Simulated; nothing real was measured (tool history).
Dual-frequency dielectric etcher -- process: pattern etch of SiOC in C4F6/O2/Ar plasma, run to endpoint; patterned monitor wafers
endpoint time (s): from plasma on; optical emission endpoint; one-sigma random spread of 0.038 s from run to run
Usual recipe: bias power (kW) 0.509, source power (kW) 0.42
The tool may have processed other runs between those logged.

| run | hour | bias power (kW) | source power (kW) | incoming incoming film thickness, nm | endpoint time (s) |
|---|---|---|---|---|---|
| 1 | 0 | 0.566 | 0.38 | 31.61 | 10.1 |
| 2 | 7.3 | 0.509 | 0.42 | 31.9 | 10.4 |
| 3 | 21 | 0.509 | 0.42 | 31.75 | 10.4 |
| 4 | 28 | 0.509 | 0.42 | 31.47 | 10.3 |
| 5 | 40.1 | 0.411 | 0.42 | 31.51 | 11.2 |
| 6 | 57.2 | 0.509 | 0.42 | 31.56 | 10.3 |
| 7 | 63.6 | 0.509 | 0.42 | 31.5 | 10.3 |
| 8 | 74.9 | 0.509 | 0.42 | 31.7 | 10.3 |
| 9 | 84.6 | 0.509 | 0.42 | 31.55 | 10.3 |
| 10 | 99.7 | 0.509 | 0.42 | 31.68 | 10.4 |
| 11 | 107.3 | 0.509 | 0.42 | 31.39 | 10.3 |
| 12 | 122.8 | 0.509 | 0.42 | 31.44 | 10.3 |
|  | 158.6 | upper electrode replaced |
|  | 182.6 | wet clean of the chamber |
| 13 | 183.1 | 0.509 | 0.42 | 31.76 | 10.1 |
| 14 | 183.5 | 0.509 | 0.42 | 31.59 | 10 |
| 15 | 183.8 | 0.56 | 0.42 | 31.6 | 9.6 |
| 16 | 184.1 | 0.509 | 0.42 | 31.77 | 10.1 |
| 17 | 193.9 | 0.428 | 0.42 | 31.59 | 10.8 |
| 18 | 200 | 0.597 | 0.39 | 31.58 | 9.7 |
| 19 | 207.3 | 0.509 | 0.42 | 31.61 | 10.1 |
|  | 214.6 | bias power generator calibrated |
| 20 | 220.4 | 0.509 | 0.42 | 31.86 | 10.1 |
|  | 230.9 | source power generator calibrated |
| 21 | 235.4 | 0.602 | 0.33 | 31.87 | 10.3 |
| 22 | 252.5 | 0.607 | 0.35 | 31.42 | 9.9 |
| 23 | 268.1 | 0.509 | 0.42 | 31.53 | 10.1 |
| 24 | 283.8 | 0.579 | 0.49 | 31.73 | 9.1 |
| 25 | 298.7 | 0.466 | 0.42 | 31.87 | 10.5 |
| 26 | 316.7 | 0.625 | 0.36 | 31.73 | 9.9 |
| 27 | 332.9 | 0.423 | 0.35 | 31.8 | 11.7 |
| 28 | 339.1 | 0.401 | 0.42 | 31.38 | 11.2 |
| 29 | 354 | 0.413 | 0.46 | 31.42 | 10.6 |
| 30 | 370.4 | 0.621 | 0.49 | 31.61 | 8.9 |
| 31 | 397.1 | 0.584 | 0.37 | 31.35 | 9.9 |
| 32 | 409.3 | 0.585 | 0.52 | 31.78 | 9 |
| 33 | 420.8 | 0.46 | 0.49 | 31.52 | 10.1 |
| 34 | 435.3 | 0.616 | 0.45 | 31.77 | 9.3 |

Measured result minus the same run's result without the hidden state. Both carry the same run-to-run variation, though not necessarily the same gauge scatter:
The hidden state here: etch rate over this chamber's usual, %; bias power that arrives over what is set, %; source power that arrives over what is set, %.
| run | endpoint time (s) |
|---|---|
| 1 | +0.3 |
| 2 | +0.3 |
| 3 | +0.3 |
| 4 | +0.4 |
| 5 | +0.4 |
| 6 | +0.3 |
| 7 | +0.3 |
| 8 | +0.3 |
| 9 | +0.3 |
| 10 | +0.4 |
| 11 | +0.4 |
| 12 | +0.4 |
| 13 | +0.1 |
| 14 | +0 |
| 15 | +0 |
| 16 | +0.1 |
| 17 | +0.1 |
| 18 | +0.1 |
| 19 | +0.1 |
| 20 | +0 |
| 21 | +0 |
| 22 | +0.1 |
| 23 | +0.1 |
| 24 | +0.1 |
| 25 | +0.1 |
| 26 | +0.1 |
| 27 | +0.1 |
| 28 | +0.2 |
| 29 | +0.1 |
| 30 | +0.2 |
| 31 | +0.1 |
| 32 | +0.2 |
| 33 | +0.2 |
| 34 | +0.2 |

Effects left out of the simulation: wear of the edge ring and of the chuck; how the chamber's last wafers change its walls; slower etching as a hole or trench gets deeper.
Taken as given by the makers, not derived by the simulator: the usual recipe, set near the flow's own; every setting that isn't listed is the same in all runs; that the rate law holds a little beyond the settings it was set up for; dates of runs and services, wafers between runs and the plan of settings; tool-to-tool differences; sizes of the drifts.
